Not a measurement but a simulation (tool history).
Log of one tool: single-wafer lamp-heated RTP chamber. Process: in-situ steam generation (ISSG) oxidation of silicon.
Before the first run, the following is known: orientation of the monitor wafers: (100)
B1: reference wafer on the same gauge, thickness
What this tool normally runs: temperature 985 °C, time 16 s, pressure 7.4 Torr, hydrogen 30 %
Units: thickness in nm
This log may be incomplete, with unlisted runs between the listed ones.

{"run": 1, "hour": 0.0, "temperature": 985, "time": 16, "pressure": 7.4, "hydrogen": 30, "B1": 4.097, "thickness": 5.166}
{"run": 2, "hour": 73.2, "temperature": 985, "time": 12, "pressure": 7.4, "hydrogen": 30, "B1": 4.086, "thickness": 4.604}
{"run": 3, "hour": 144.4, "temperature": 985, "time": 16, "pressure": 7.4, "hydrogen": 30, "B1": 4.091, "thickness": 5.276}
{"run": 4, "hour": 210.6, "temperature": 985, "time": 16, "pressure": 7.4, "hydrogen": 30, "B1": 4.078, "thickness": 5.235}
{"hour": 242.0, "done": "pyrometer window cleaned and pyrometer calibrated"}
{"run": 5, "hour": 314.1, "temperature": 985, "time": 16, "pressure": 7.4, "hydrogen": 30, "B1": 4.107, "thickness": 5.141}
{"run": 6, "hour": 355.3, "temperature": 985, "time": 16, "pressure": 7.4, "hydrogen": 30, "B1": 4.086, "thickness": 5.111}
{"run": 7, "hour": 456.6, "temperature": 985, "time": 16, "pressure": 7.4, "hydrogen": 30, "B1": 4.08, "thickness": 5.214}
{"run": 8, "hour": 532.0, "temperature": 985, "time": 16, "pressure": 7.4, "hydrogen": 30, "B1": 4.092, "thickness": 5.207}
{"run": 9, "hour": 568.2, "temperature": 985, "time": 16, "pressure": 7.4, "hydrogen": 30, "B1": 4.089, "thickness": 5.178}
{"run": 10, "hour": 621.3, "temperature": 985, "time": 16, "pressure": 7.4, "hydrogen": 30, "B1": 4.074, "thickness": 5.209}
{"hour": 647.9, "done": "pyrometer window cleaned and pyrometer calibrated"}
{"run": 11, "hour": 661.9, "temperature": 985, "time": 16, "pressure": 7.4, "hydrogen": 30, "B1": 4.073, "thickness": 4.978}
{"hour": 805.8, "done": "gauge calibrated"}
{"run": 12, "hour": 837.7, "temperature": 985, "time": 16, "pressure": 7.4, "hydrogen": 30, "B1": 4.087, "thickness": 5.191}
{"hour": 849.0, "done": "hydrogen flow controller replaced"}
{"run": 13, "hour": 894.6, "temperature": 985, "time": 16, "pressure": 7.4, "hydrogen": 30, "B1": 4.081, "thickness": 5.168}
{"run": 14, "hour": 993.7, "temperature": 985, "time": 16, "pressure": 8.2, "hydrogen": 30, "B1": 4.091, "thickness": 5.158}
{"hour": 1106.1, "done": "pyrometer window cleaned and pyrometer calibrated"}
{"run": 15, "hour": 1106.6, "temperature": 985, "time": 16, "pressure": 8.4, "hydrogen": 30, "B1": 4.087, "thickness": 5.014}
{"run": 16, "hour": 1139.5, "temperature": 985, "time": 20, "pressure": 6.9, "hydrogen": 30, "B1": 4.098, "thickness": 5.598}
{"run": 17, "hour": 1203.7, "temperature": 985, "time": 20, "pressure": 7.4, "hydrogen": 30, "B1": 4.083, "thickness": 5.594}
{"hour": 1229.5, "done": "pressure gauge zeroed"}
{"run": 18, "hour": 1431.4, "temperature": 985, "time": 22, "pressure": 7.4, "hydrogen": 32, "B1": 4.08, "thickness": 6.133}
{"run": 19, "hour": 1502.8, "temperature": 985, "time": 16, "pressure": 7.4, "hydrogen": 32, "B1": 4.098, "thickness": 5.359}
{"run": 20, "hour": 1542.7, "temperature": 985, "time": 18, "pressure": 7.4, "hydrogen": 30, "B1": 4.087, "thickness": 5.534}
{"hour": 1593.4, "done": "pyrometer window cleaned and pyrometer calibrated"}
{"run": 21, "hour": 1607.1, "temperature": 985, "time": 19, "pressure": 8.2, "hydrogen": 32, "B1": 4.083, "thickness": 5.557}
{"run": 22, "hour": 1674.3, "temperature": 985, "time": 16, "pressure": 8.4, "hydrogen": 30, "B1": 4.078, "thickness": 5.087}
{"run": 23, "hour": 1731.4, "temperature": 985, "time": 13, "pressure": 7.4, "hydrogen": 30, "B1": 4.095, "thickness": 4.741}
{"run": 24, "hour": 1767.7, "temperature": 985, "time": 19, "pressure": 8.7, "hydrogen": 30, "B1": 4.08, "thickness": 5.489}
{"run": 25, "hour": 1837.8, "temperature": 985, "time": 16, "pressure": 7.4, "hydrogen": 30, "B1": 4.077, "thickness": 5.201}
{"run": 26, "hour": 1886.5, "temperature": 985, "time": 16, "pressure": 6.9, "hydrogen": 30, "B1": 4.089, "thickness": 5.215}
{"run": 27, "hour": 1991.7, "temperature": 985, "time": 16, "pressure": 7.4, "hydrogen": 30, "B1": 4.1, "thickness": 5.298}
{"run": 28, "hour": 2031.9, "temperature": 985, "time": 16, "pressure": 7.4, "hydrogen": 20, "B1": 4.099, "thickness": 4.699}
{"hour": 2077.1, "done": "pyrometer window cleaned and pyrometer calibrated"}
{"run": 29, "hour": 2088.5, "temperature": 1004, "time": 16, "pressure": 8.7, "hydrogen": 30, "B1": 4.091, "thickness": 5.385}

For some of the steps in thickness from one run to the next: how much would appear even if the tool had no hidden state, given the settings, what came in and random variation, and how much remains for the hidden state plus any gauge scatter that the measured result and the result without hidden state don't share?
Hidden conditions of the tool in this case: true wafer temperature minus pyrometer reading, K; true pressure minus gauge reading, Torr; deviation of the hydrogen flow from its setpoint, %; gauge reads high (%).
Run 10 -> 11: pyrometer window cleaned and pyrometer calibrated. thickness -0.231 nm: hidden state -0.165, all else -0.066.
Run 18 -> 19: time 22 -> 16. thickness -0.774 nm: hidden state -0.046, all else -0.728.
Run 20 -> 21: time 18 -> 19, pressure 7.4 -> 8.2, hydrogen 30 -> 32, pyrometer window cleaned and pyrometer calibrated. thickness +0.023 nm: hidden state -0.202, all else +0.225.
Run 23 -> 24: time 13 -> 19, pressure 7.4 -> 8.7. thickness +0.748 nm: hidden state +0.053, all else +0.695.
